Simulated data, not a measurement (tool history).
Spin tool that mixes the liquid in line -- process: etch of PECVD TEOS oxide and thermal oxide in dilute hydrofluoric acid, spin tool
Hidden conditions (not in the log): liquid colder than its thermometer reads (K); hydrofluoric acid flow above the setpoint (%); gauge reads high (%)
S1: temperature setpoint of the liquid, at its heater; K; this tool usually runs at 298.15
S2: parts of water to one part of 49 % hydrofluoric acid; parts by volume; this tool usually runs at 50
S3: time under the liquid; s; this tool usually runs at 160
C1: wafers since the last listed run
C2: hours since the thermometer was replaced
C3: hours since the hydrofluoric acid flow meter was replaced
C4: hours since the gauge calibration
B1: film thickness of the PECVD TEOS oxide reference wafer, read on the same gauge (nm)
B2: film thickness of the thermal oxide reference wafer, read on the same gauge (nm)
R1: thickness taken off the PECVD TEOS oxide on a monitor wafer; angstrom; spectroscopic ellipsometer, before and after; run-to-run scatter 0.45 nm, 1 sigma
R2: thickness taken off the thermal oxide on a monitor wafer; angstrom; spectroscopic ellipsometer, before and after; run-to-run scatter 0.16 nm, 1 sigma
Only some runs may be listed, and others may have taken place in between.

run	day	S1	S2	S3	C1	C2	C3	C4	B1	B2	R1	R2
1	0.000	298.15	50	160	0	22.6	87.7	978.1	113.01	123.21	497.3	173.9
2	1.279	298.15	50	160	235	53.3	118.4	1008.8	113.17	123.51	497.7	172.5
3	1.842	298.15	50	160	103	66.8	131.9	1022.3	113.27	123.60	489.4	175.1
4	2.883	298.15	50	160	191	91.8	156.9	1047.3	113.48	123.83	493.4	175.1
5	3.458	298.15	50	160	105	105.6	170.7	1061.1	113.58	123.89	493.0	174.6
6	4.496	301.65	50	160	190	130.5	195.6	1086.0	113.77	124.10	571.1	201.6
7	5.471	298.15	35	235	179	153.9	219.0	1109.4	113.94	124.33	1062.2	382.1
# day 6.092: gauge calibrated
8	6.821	300.65	70	160	248	186.3	251.4	17.5	110.77	120.81	372.1	130.0
9	7.462	296.65	40	80	118	201.7	266.8	32.9	110.79	120.77	287.1	101.8
10	8.750	296.15	65	160	236	232.6	297.7	63.8	110.75	120.82	337.6	117.5
11	9.712	298.15	50	160	177	255.7	320.8	86.9	110.78	120.85	485.1	168.3
12	10.912	302.65	45	80	220	284.5	349.6	115.7	110.78	120.86	314.9	114.3
13	11.417	298.15	50	160	92	296.6	361.7	127.8	110.81	120.92	485.9	170.6
14	12.738	296.65	50	160	243	328.3	393.4	159.5	110.82	120.86	452.4	159.5
15	14.058	298.15	50	160	243	360.0	425.1	191.2	110.86	120.95	476.2	172.7
16	15.108	302.15	40	240	193	385.2	450.3	216.4	110.89	121.02	1066.5	383.2
17	17.296	293.15	75	250	402	437.7	502.8	268.9	111.00	121.08	395.5	139.5
18	19.779	298.15	50	160	457	497.3	562.4	328.5	111.11	121.26	478.8	168.4
19	21.242	300.65	50	160	269	532.4	597.5	363.6	111.22	121.35	536.2	188.9
20	22.183	298.15	70	160	173	555.0	620.1	386.2	111.27	121.41	338.1	116.6
21	23.262	298.15	50	160	198	580.9	646.0	412.1	111.37	121.48	488.8	170.1
22	23.904	302.15	70	210	118	596.3	661.4	427.5	111.37	121.55	513.1	183.0
23	24.838	300.15	50	70	171	618.7	683.8	449.9	111.43	121.59	232.6	81.7
# day 25.083: thermometer replaced
24	25.538	298.15	50	160	121	10.9	700.6	466.7	111.51	121.71	482.9	172.9
25	26.967	298.15	50	160	263	45.2	734.9	501.0	111.64	121.74	486.0	172.3
26	27.579	299.65	50	160	112	59.9	749.6	515.7	111.67	121.82	515.1	186.0
27	28.600	298.15	50	160	187	84.4	774.1	540.2	111.78	121.95	486.2	172.8

Below are 3 alternative next runs, each starting from the tool's condition after run 27. Predict each:
A	28.621	298.15	50	110	3	84.9	774.6	540.7	?	?	?	?
B	28.621	298.15	45	160	3	84.9	774.6	540.7	?	?	?	?
C	28.621	298.15	75	160	3	84.9	774.6	540.7	?	?	?	?

run	B1	B2	R1	R2
A	111.77	121.96	328.4	118.0
B	111.77	121.96	534.3	192.0
C	111.77	121.96	308.0	110.7
Had the tool no hidden state, the same runs would have come out as:
run	R1	R2
A	323.1	116.1
B	525.8	189.0
C	303.1	108.9

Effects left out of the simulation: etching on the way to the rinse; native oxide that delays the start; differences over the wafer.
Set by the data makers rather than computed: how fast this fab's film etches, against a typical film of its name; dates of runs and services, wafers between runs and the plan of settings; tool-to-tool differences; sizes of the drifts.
